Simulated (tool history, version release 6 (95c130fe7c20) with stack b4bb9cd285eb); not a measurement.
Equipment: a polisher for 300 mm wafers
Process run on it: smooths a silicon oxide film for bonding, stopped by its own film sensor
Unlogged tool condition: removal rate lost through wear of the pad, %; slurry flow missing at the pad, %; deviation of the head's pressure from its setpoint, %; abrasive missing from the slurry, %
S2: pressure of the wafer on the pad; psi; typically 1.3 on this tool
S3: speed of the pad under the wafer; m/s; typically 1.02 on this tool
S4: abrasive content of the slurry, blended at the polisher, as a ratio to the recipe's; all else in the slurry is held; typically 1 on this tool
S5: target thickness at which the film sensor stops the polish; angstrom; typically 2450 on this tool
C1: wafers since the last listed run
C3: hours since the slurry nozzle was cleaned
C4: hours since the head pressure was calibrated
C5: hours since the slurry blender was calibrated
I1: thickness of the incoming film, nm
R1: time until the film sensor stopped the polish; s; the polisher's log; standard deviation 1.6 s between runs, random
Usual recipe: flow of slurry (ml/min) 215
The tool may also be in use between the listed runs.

{"run": 1, "hour": 0.0, "flow of slurry (ml/min)": 215, "S2": 1.3, "S3": 1.02, "S4": 1, "S5": 2450, "C1": 0, "wafers polished on this pad": 2417, "C3": 22, "C4": 1087.7, "C5": 56.4, "I1": 279.1, "R1": 104.7}
{"run": 2, "hour": 57.8, "flow of slurry (ml/min)": 215, "S2": 1.3, "S3": 1.02, "S4": 1, "S5": 2450, "C1": 846, "wafers polished on this pad": 3263, "C3": 79.8, "C4": 1145.5, "C5": 114.2, "I1": 275, "R1": 98.8}
{"hour": 104.5, "done": "head pressure recalibrated"}
{"run": 3, "hour": 115.2, "flow of slurry (ml/min)": 215, "S2": 1, "S3": 1.02, "S4": 1, "S5": 2450, "C1": 811, "wafers polished on this pad": 4075, "C3": 137.2, "C4": 10.7, "C5": 171.6, "I1": 282, "R1": 175.1}
{"hour": 182.9, "done": "worn pad replaced by a new one"}
{"run": 4, "hour": 184.7, "flow of slurry (ml/min)": 215, "S2": 1, "S3": 1.02, "S4": 1, "S5": 2450, "C1": 959, "wafers polished on this pad": 25, "C3": 206.7, "C4": 80.2, "C5": 241.1, "I1": 281, "R1": 150.9}
{"run": 5, "hour": 238.3, "flow of slurry (ml/min)": 215, "S2": 1.3, "S3": 0.8, "S4": 1, "S5": 2530, "C1": 785, "wafers polished on this pad": 810, "C3": 260.3, "C4": 133.8, "C5": 294.7, "I1": 283.9, "R1": 125.6}
{"run": 6, "hour": 303.4, "flow of slurry (ml/min)": 215, "S2": 1.3, "S3": 0.8, "S4": 1, "S5": 2530, "C1": 953, "wafers polished on this pad": 1764, "C3": 325.4, "C4": 198.9, "C5": 359.8, "I1": 277.3, "R1": 96.4}
{"hour": 308.5, "done": "slurry blender recalibrated"}
{"run": 7, "hour": 403.1, "flow of slurry (ml/min)": 215, "S2": 1.3, "S3": 1.02, "S4": 1, "S5": 2450, "C1": 1430, "wafers polished on this pad": 3195, "C3": 425.1, "C4": 298.6, "C5": 94.6, "I1": 281.5, "R1": 115.6}
{"run": 8, "hour": 489.8, "flow of slurry (ml/min)": 215, "S2": 1.3, "S3": 1.02, "S4": 1, "S5": 2450, "C1": 1269, "wafers polished on this pad": 4465, "C3": 511.8, "C4": 385.3, "C5": 181.3, "I1": 277, "R1": 108.8}
{"run": 9, "hour": 547.4, "flow of slurry (ml/min)": 215, "S2": 1.3, "S3": 1.02, "S4": 1, "S5": 2450, "C1": 843, "wafers polished on this pad": 5308, "C3": 569.4, "C4": 442.9, "C5": 238.9, "I1": 280.8, "R1": 131.6}
{"hour": 573.3, "done": "worn pad replaced by a new one"}
{"hour": 632.3, "done": "slurry blender recalibrated"}
{"run": 10, "hour": 649.8, "flow of slurry (ml/min)": 215, "S2": 1.3, "S3": 1.02, "S4": 1, "S5": 2450, "C1": 1411, "wafers polished on this pad": 1091, "C3": 671.8, "C4": 545.3, "C5": 17.5, "I1": 279.1, "R1": 95.1}
{"run": 11, "hour": 745.6, "flow of slurry (ml/min)": 215, "S2": 1.3, "S3": 1.02, "S4": 1, "S5": 2450, "C1": 1403, "wafers polished on this pad": 2494, "C3": 767.6, "C4": 641.1, "C5": 113.3, "I1": 283.3, "R1": 116.6}
{"hour": 779.3, "done": "slurry nozzle cleaned"}
{"run": 12, "hour": 826.8, "flow of slurry (ml/min)": 215, "S2": 1.7, "S3": 1.32, "S4": 1, "S5": 2360, "C1": 1174, "wafers polished on this pad": 3669, "C3": 47.5, "C4": 722.3, "C5": 194.5, "I1": 274.4, "R1": 79.9}
{"run": 13, "hour": 877.9, "flow of slurry (ml/min)": 215, "S2": 1.3, "S3": 1.02, "S4": 1, "S5": 2400, "C1": 748, "wafers polished on this pad": 4417, "C3": 98.6, "C4": 773.4, "C5": 245.6, "I1": 280.9, "R1": 139.8}

Estimate the outcome of run 14 from the log above:
{"hour": 900.8, "done": "worn pad replaced by a new one"}
{"run": 14, "hour": 927.3, "flow of slurry (ml/min)": 215, "S2": 1.3, "S3": 1.02, "S4": 1, "S5": 2450, "C1": 664, "wafers polished on this pad": 387, "C3": 148, "C4": 822.8, "C5": 295, "I1": 275, "R1": "?"}

{"run 14": {"R1": 95.7}}
Take away the tool's hidden state, keep the run-to-run variation as it was, and the same run would have given R1 80 s.

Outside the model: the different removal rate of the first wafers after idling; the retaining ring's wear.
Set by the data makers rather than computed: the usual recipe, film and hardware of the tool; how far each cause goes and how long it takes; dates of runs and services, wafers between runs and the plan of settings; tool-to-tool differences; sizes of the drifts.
